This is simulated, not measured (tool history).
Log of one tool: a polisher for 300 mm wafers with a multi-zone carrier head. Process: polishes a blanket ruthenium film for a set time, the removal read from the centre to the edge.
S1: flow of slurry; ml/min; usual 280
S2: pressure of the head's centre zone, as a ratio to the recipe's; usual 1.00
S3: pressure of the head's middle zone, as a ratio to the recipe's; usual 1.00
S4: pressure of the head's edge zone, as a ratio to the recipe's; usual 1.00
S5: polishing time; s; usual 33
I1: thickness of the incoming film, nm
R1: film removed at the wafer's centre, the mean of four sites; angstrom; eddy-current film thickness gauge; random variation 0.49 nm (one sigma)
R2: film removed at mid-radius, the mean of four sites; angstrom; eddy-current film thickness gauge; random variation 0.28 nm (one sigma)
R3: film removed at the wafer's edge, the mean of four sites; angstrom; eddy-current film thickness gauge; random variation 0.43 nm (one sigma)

run 1 hour=0.0 | S1=280 S2=1.00 S3=1.00 S4=1.00 S5=29 | I1=539.1 | R1=343 R2=354 R3=343
run 2 hour=25.4 | S1=280 S2=1.00 S3=1.00 S4=1.00 S5=33 | I1=541.7 | R1=375 R2=386 R3=375
run 3 hour=51.9 | S1=280 S2=1.00 S3=1.00 S4=1.00 S5=29 | I1=549.6 | R1=320 R2=331 R3=324
run 4 hour=64.1 | S1=220 S2=1.00 S3=1.00 S4=1.00 S5=33 | I1=558.9 | R1=347 R2=362 R3=351
run 5 hour=91.9 | S1=325 S2=0.91 S3=0.94 S4=0.91 S5=33 | I1=550.2 | R1=330 R2=360 R3=357
run 6 hour=121.9 | S1=280 S2=1.00 S3=1.00 S4=1.00 S5=25 | I1=553.1 | R1=276 R2=280 R3=274
-- hour=128.1 slurry nozzle cleaned
run 7 hour=136.6 | S1=360 S2=1.00 S3=1.03 S4=0.92 S5=23 | I1=557.9 | R1=256 R2=268 R3=251
run 8 hour=166.0 | S1=280 S2=1.00 S3=0.91 S4=1.00 S5=45 | I1=550.5 | R1=488 R2=459 R3=491
-- hour=198.6 worn pad replaced by a new one
-- hour=246.6 centre zone pressure recalibrated
run 9 hour=255.8 | S1=190 S2=1.00 S3=1.09 S4=1.07 S5=33 | I1=561.2 | R1=338 R2=375 R3=361
run 10 hour=280.2 | S1=280 S2=1.00 S3=1.00 S4=1.00 S5=39 | I1=551.7 | R1=430 R2=442 R3=442
run 11 hour=301.2 | S1=345 S2=1.06 S3=1.08 S4=0.91 S5=33 | I1=547.4 | R1=385 R2=402 R3=349
run 12 hour=313.4 | S1=280 S2=1.00 S3=1.00 S4=1.00 S5=33 | I1=552.9 | R1=364 R2=373 R3=363
-- hour=316.8 edge zone pressure recalibrated
-- hour=317.0 slurry nozzle cleaned
run 13 hour=331.1 | S1=280 S2=1.00 S3=1.00 S4=1.00 S5=33 | I1=554.9 | R1=360 R2=368 R3=360
run 14 hour=345.0 | S1=280 S2=1.00 S3=1.00 S4=1.00 S5=33 | I1=545.5 | R1=355 R2=366 R3=358
run 15 hour=370.5 | S1=380 S2=1.00 S3=0.94 S4=1.00 S5=33 | I1=554.9 | R1=370 R2=364 R3=362
run 16 hour=386.8 | S1=280 S2=1.00 S3=1.00 S4=1.11 S5=33 | I1=542.0 | R1=351 R2=366 R3=375
-- hour=398.6 worn pad replaced by a new one
run 17 hour=409.4 | S1=280 S2=0.96 S3=1.00 S4=0.91 S5=43 | I1=550.8 | R1=481 R2=522 R3=499
run 18 hour=441.5 | S1=280 S2=0.93 S3=0.89 S4=1.03 S5=42 | I1=546.3 | R1=434 R2=446 R3=482
run 19 hour=474.4 | S1=280 S2=1.00 S3=1.00 S4=1.00 S5=33 | I1=558.6 | R1=369 R2=376 R3=373
run 20 hour=488.0 | S1=280 S2=0.96 S3=1.00 S4=1.12 S5=33 | I1=540.0 | R1=341 R2=371 R3=390

The next listed run, before its measurement:
run 21 hour=529.1 | S1=280 S2=1.00 S3=1.00 S4=1.00 S5=33 | I1=543.7 | R1=? R2=? R3=?

{"run 21": {"R1": 362, "R2": 371, "R3": 366}}
Without the tool's hidden state the same run would have given R1 395 angstrom, R2 405 angstrom, R3 401 angstrom.

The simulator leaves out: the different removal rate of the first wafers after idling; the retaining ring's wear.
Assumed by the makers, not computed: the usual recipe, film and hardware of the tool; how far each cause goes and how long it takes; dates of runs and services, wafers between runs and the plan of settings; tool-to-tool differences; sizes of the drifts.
